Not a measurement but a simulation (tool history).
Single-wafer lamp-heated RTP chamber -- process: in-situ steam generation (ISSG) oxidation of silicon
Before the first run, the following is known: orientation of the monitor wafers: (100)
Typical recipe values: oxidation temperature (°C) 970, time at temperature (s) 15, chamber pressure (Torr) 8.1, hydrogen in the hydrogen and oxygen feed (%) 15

run,hour,oxidation temperature (°C),time at temperature (s),chamber pressure (Torr),hydrogen in the hydrogen and oxygen feed (%),wafers since the last listed run,wafers since the last pyrometer calibration,hours since the pressure gauge was zeroed,hours since the hydrogen flow controller was replaced,hours since the gauge calibration,"read-back reference wafer on the same gauge, thickness",oxide thickness on the monitor wafer (nm)
1,0,970,15,8.1,15,0,791,4597.7,3192.4,363.1,3.409,3.763
2,59.3,970,15,8.1,15,953,1745,4657,3251.7,422.4,3.412,3.781
3,113,970,11,8.1,15,863,2609,4710.7,3305.4,476.1,3.417,3.323
4,182.3,970,11,8.1,15,1114,3724,4780,3374.7,545.4,3.416,3.345
# hour 243.4: pyrometer window cleaned and pyrometer calibrated
5,243.9,970,15,8.1,15,862,7,4841.6,3436.3,607,3.412,3.746
6,260.8,970,15,8.7,15,271,279,4858.5,3453.2,623.9,3.409,3.737
7,324.9,970,15,8.7,15,1031,1310,4922.6,3517.3,688,3.413,3.763
8,369.4,970,15,8.1,19,715,2026,4967.1,3561.8,732.5,3.409,4
9,411.7,970,15,8.1,19,680,2707,5009.4,3604.1,774.8,3.41,3.998
10,467,970,15,8.1,19,889,3596,5064.7,3659.4,830.1,3.411,4.003
# hour 535.7: pyrometer window cleaned and pyrometer calibrated
11,536.2,970,15,8.1,15,984,7,5133.9,3728.6,899.3,3.413,3.76
# hour 559.3: hydrogen flow controller replaced
12,579.9,970,15,8.1,15,574,582,5177.6,20.6,943,3.409,3.758
13,645.4,970,17,8.1,11,1053,1635,5243.1,86.1,1008.5,3.411,3.744
14,710.4,970,17,8.1,11,1045,2681,5308.1,151.1,1073.5,3.409,3.738
15,767.3,986,18,6.9,24,915,3596,5365,208,1130.4,3.408,4.857
16,832.4,970,15,8.1,23,1047,4643,5430.1,273.1,1195.5,3.411,4.203
17,856.8,960,15,8.1,15,392,5036,5454.5,297.5,1219.9,3.414,3.663
# hour 898.5: pyrometer window cleaned and pyrometer calibrated
# hour 905.9: pressure gauge zeroed
18,909,970,18,8.1,15,592,49,3.1,349.7,1272.1,3.412,4.072
19,963.7,955,9,8.1,11,879,929,57.8,404.4,1326.8,3.413,2.773
20,995,955,9,8.1,11,503,1433,89.1,435.7,1358.1,3.408,2.754
21,1065.1,970,11,8.7,12,1127,2560,159.2,505.8,1428.2,3.413,3.159
22,1122.8,970,11,8.1,23,928,3489,216.9,563.5,1485.9,3.411,3.725
# hour 1132.7: gauge calibrated
23,1166.1,970,15,6.9,21,696,4185,260.2,606.8,33.4,3.406,4.09
24,1203.8,970,15,8.1,15,606,4792,297.9,644.5,71.1,3.411,3.802
# hour 1218.8: pyrometer window cleaned and pyrometer calibrated
25,1230.6,964,9,6.9,15,302,190,324.7,671.3,97.9,3.409,2.977
26,1301.8,970,15,8.1,15,1145,1335,395.9,742.5,169.1,3.408,3.764
27,1346.7,970,15,8.1,15,722,2057,440.8,787.4,214,3.405,3.782
28,1398.3,952,15,7.1,15,830,2887,492.4,839,265.6,3.405,3.575
29,1463.2,980,15,8.1,15,1044,3931,557.3,903.9,330.5,3.41,3.936
30,1496.1,970,15,7.5,15,529,4461,590.2,936.8,363.4,3.411,3.818
# hour 1527: pyrometer window cleaned and pyrometer calibrated
31,1572.8,955,15,8.1,21,1105,736,666.9,1013.5,440.1,3.411,3.913

Consider 4 possible next runs. They are alternatives, not a sequence: every one starts from the tool as it was left by run 31. What does each give?
A,1573.2,970,15,8.1,15,6,743,667.3,1013.9,440.5,?,?
B,1573.2,958,12,6.9,11,6,743,667.3,1013.9,440.5,?,?
C,1573.2,970,15,7.2,15,6,743,667.3,1013.9,440.5,?,?
D,1573.2,984,15,8.1,18,6,743,667.3,1013.9,440.5,?,?

run,"read-back reference wafer on the same gauge, thickness",oxide thickness on the monitor wafer (nm)
A,3.409,3.756
B,3.409,3.059
C,3.409,3.74
D,3.409,4.098
The same runs, with their run-to-run variation unchanged, on a tool lacking any hidden condition would have given:
run,oxide thickness on the monitor wafer (nm)
A,3.734
B,3.044
C,3.718
D,4.071
